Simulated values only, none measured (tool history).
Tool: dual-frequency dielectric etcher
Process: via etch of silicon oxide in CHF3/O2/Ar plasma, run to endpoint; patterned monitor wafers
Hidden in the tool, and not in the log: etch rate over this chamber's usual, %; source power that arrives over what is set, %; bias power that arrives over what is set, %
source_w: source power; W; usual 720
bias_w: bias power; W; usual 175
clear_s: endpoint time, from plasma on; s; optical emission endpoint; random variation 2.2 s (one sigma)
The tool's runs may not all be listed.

run     day  source_w  bias_w  wafers since the last listed run  hours since the last wet clean  hours since the last source power generator calibration  hours since the last bias power generator calibration  hours since the last upper electrode change  incoming incoming film thickness, nm  clear_s
  1   0.000       580     175                                 0                             0.5                                                   4882.2                                                 4760.4                                       1244.1                                 632.0    307.6
  2   0.150       580     175                                16                             4.1                                                   4885.8                                                 4764.0                                       1247.7                                 635.1    307.3
  3   0.750       720     165                                67                            18.5                                                   4900.2                                                 4778.4                                       1262.1                                 631.1    282.2
  4   2.129       800     154                               155                            51.6                                                   4933.3                                                 4811.5                                       1295.2                                 624.2    280.3
  5   3.217       800     154                               122                            77.7                                                   4959.4                                                 4837.6                                       1321.3                                 638.6    285.4
  6   4.579       800     154                               153                           110.4                                                   4992.1                                                 4870.3                                       1354.0                                 625.6    276.0
  7   8.300       720     175                               420                           199.7                                                   5081.4                                                 4959.6                                       1443.3                                 634.1    290.2
  8   9.288       720     175                               111                           223.4                                                   5105.1                                                 4983.3                                       1467.0                                 632.9    287.4
  9  10.096       720     194                                91                           242.8                                                   5124.5                                                 5002.7                                       1486.4                                 635.0    282.1
 10  10.708       720     194                                69                           257.5                                                   5139.2                                                 5017.4                                       1501.1                                 630.9    281.5
 11  11.933       720     194                               138                           286.9                                                   5168.6                                                 5046.8                                       1530.5                                 634.6    281.9
 12  13.021       630     175                               122                           313.0                                                   5194.7                                                 5072.9                                       1556.6                                 641.3    308.1
 13  14.171       630     175                               129                           340.6                                                   5222.3                                                 5100.5                                       1584.2                                 635.4    306.0
 14  15.171       640     140                               112                           364.6                                                   5246.3                                                 5124.5                                       1608.2                                 628.4    325.4
     16.429  -- wet clean of the chamber
     16.512  -- bias power generator calibrated
 15  16.533       720     175                                31                             2.5                                                   5279.0                                                    0.5                                       1640.9                                 635.9    278.4
 16  16.550       720     134                                 1                             2.9                                                   5279.4                                                    0.9                                       1641.3                                 639.6    302.2
 17  17.425       640     154                                98                            23.9                                                   5300.4                                                   21.9                                       1662.3                                 633.7    303.7
     18.150  -- source power generator calibrated
 18  18.362       720     153                                87                            46.4                                                      5.1                                                   44.4                                       1684.8                                 633.3    289.7
 19  19.033       720     175                                75                            62.5                                                     21.2                                                   60.5                                       1700.9                                 632.6    284.6
 20  20.021       650     132                               111                            86.2                                                     44.9                                                   84.2                                       1724.6                                 632.3    314.1
 21  21.354       800     154                               150                           118.2                                                     76.9                                                  116.2                                       1756.6                                 631.8    286.2
 22  22.604       720     175                               141                           148.2                                                    106.9                                                  146.2                                       1786.6                                 624.8    283.4
 23  23.812       790     175                               136                           177.2                                                    135.9                                                  175.2                                       1815.6                                 631.0    275.8
 24  25.167       630     206                               152                           209.7                                                    168.4                                                  207.7                                       1848.1                                 626.2    285.6
     26.438  -- upper electrode replaced
 25  26.479       870     196                                35                           241.2                                                    199.9                                                  239.2                                          1.0                                 644.1    269.2
 26  27.512       720     217                               116                           266.0                                                    224.7                                                  264.0                                         25.8                                 625.4    270.2
 27  28.533       800     160                               115                           290.5                                                    249.2                                                  288.5                                         50.3                                 629.9    280.4
 28  29.942       870     192                               158                           324.3                                                    283.0                                                  322.3                                         84.1                                 630.0    266.1
     31.462  -- wet clean of the chamber
 29  31.483       720     194                                61                             0.5                                                    320.0                                                  359.3                                        121.1                                 631.5    276.4
 30  31.500       670     161                                 1                             0.9                                                    320.4                                                  359.7                                        121.5                                 636.3    299.1
 31  32.558       720     144                               119                            26.3                                                    345.8                                                  385.1                                        146.9                                 640.2    300.4
 32  33.529       720     175                               109                            49.6                                                    369.1                                                  408.4                                        170.2                                 624.6    282.4
 33  34.775       590     175                               140                            79.5                                                    399.0                                                  438.3                                        200.1                                 633.3    307.7
 34  35.971       720     175                               134                           108.2                                                    427.7                                                  467.0                                        228.8                                 634.0    290.1

Hidden state at the last listed run before each entry between runs and at the first one after, where it differs:
Between runs 14 and 15: wet clean of the chamber (day 16.429); bias power generator calibrated (day 16.512)
  etch rate over this chamber's usual, %: -4.78 -> 0.22
  measured less the result without the state, clear_s: +15.5 -> -0.6 s
Between runs 17 and 18: source power generator calibrated (day 18.150)
  etch rate over this chamber's usual, %: -0.0569 -> -0.348
  measured less the result without the state, clear_s: +0.2 -> +1.0 s
Between runs 24 and 25: upper electrode replaced (day 26.438)
  etch rate over this chamber's usual, %: -2.46 -> -2.87
  measured less the result without the state, clear_s: +7.0 -> +7.7 s
Between runs 28 and 29: wet clean of the chamber (day 31.462)
  etch rate over this chamber's usual, %: -3.95 -> -0.862
  measured less the result without the state, clear_s: +10.5 -> +2.4 s
